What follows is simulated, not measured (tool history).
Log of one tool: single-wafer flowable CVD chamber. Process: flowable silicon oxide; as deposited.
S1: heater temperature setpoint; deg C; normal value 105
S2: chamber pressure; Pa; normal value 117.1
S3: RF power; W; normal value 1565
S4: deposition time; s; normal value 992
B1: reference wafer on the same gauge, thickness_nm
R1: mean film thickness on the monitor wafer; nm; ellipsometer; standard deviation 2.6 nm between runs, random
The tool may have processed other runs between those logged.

| run | hour | S1 | S2 | S3 | S4 | B1 | R1 |
|---|---|---|---|---|---|---|---|
| 1 | 0.0 | 96 | 117.1 | 1565 | 992 | 419.007 | 656.988 |
| 2 | 13.5 | 96 | 117.1 | 1565 | 992 | 418.659 | 648.977 |
| 3 | 43.4 | 96 | 117.1 | 1565 | 992 | 418.777 | 650.762 |
| 4 | 75.8 | 113 | 134.9 | 1565 | 992 | 419.381 | 397.742 |
| 5 | 99.9 | 113 | 134.9 | 1565 | 992 | 418.700 | 400.746 |
| 6 | 112.4 | 113 | 134.9 | 1565 | 992 | 419.500 | 394.193 |
| 7 | 126.4 | 105 | 117.1 | 1565 | 992 | 418.276 | 459.710 |
| 8 | 141.1 | 105 | 117.1 | 1565 | 992 | 418.178 | 457.579 |
| 9 | 172.1 | 105 | 117.1 | 1565 | 992 | 418.929 | 456.737 |
| 10 | 187.3 | 105 | 117.1 | 1565 | 992 | 419.246 | 459.291 |
| 11 | 211.5 | 105 | 117.1 | 1565 | 992 | 419.674 | 457.193 |
| 12 | 240.6 | 105 | 117.1 | 1565 | 992 | 419.477 | 453.318 |
| 13 | 264.9 | 105 | 107.9 | 1565 | 796 | 418.970 | 334.653 |
| 14 | 290.8 | 105 | 88.0 | 1565 | 815 | 418.189 | 276.389 |
|  | 316.3 | showerhead replaced |
| 15 | 322.2 | 117 | 100.1 | 1565 | 992 | 418.438 | 245.257 |
| 16 | 351.7 | 105 | 117.1 | 1565 | 992 | 418.542 | 448.049 |
|  | 412.5 | capacitance manometer re-zeroed and calibrated |
|  | 429.2 | thermocouple changed; heater temperature recalibrated |
| 17 | 429.7 | 105 | 117.1 | 1565 | 1172 | 419.036 | 577.389 |
|  | 432.3 | gauge calibrated |
|  | 440.6 | RF generator calibrated |
| 18 | 453.6 | 105 | 117.1 | 1565 | 887 | 418.740 | 440.423 |
| 19 | 485.4 | 105 | 117.1 | 1565 | 992 | 418.877 | 488.037 |
| 20 | 512.4 | 105 | 117.1 | 1565 | 992 | 420.027 | 491.367 |
| 21 | 530.3 | 105 | 117.1 | 1325 | 992 | 419.206 | 467.007 |
| 22 | 550.4 | 105 | 117.1 | 1565 | 824 | 419.214 | 406.209 |
| 23 | 562.8 | 105 | 117.1 | 1565 | 887 | 419.600 | 435.857 |
| 24 | 574.9 | 105 | 117.1 | 1565 | 1179 | 419.030 | 584.886 |

Here are 4 independent what-if runs from the current tool condition. What would each one return?
| A | 575.6 | 93 | 117.1 | 1565 | 992 | ? | ? |
| B | 575.6 | 93 | 139.3 | 1715 | 992 | ? | ? |
| C | 575.6 | 100 | 117.1 | 1565 | 1179 | ? | ? |
| D | 575.6 | 118 | 101.1 | 1670 | 1078 | ? | ? |

| run | B1 | R1 |
|---|---|---|
| A | 418.667 | 768.284 |
| B | 418.667 | 932.142 |
| C | 418.667 | 701.154 |
| D | 418.667 | 290.177 |
Without the tool's unlogged condition, the same runs would have read:
| run | R1 |
|---|---|
| A | 766.529 |
| B | 930.114 |
| C | 699.552 |
| D | 289.495 |
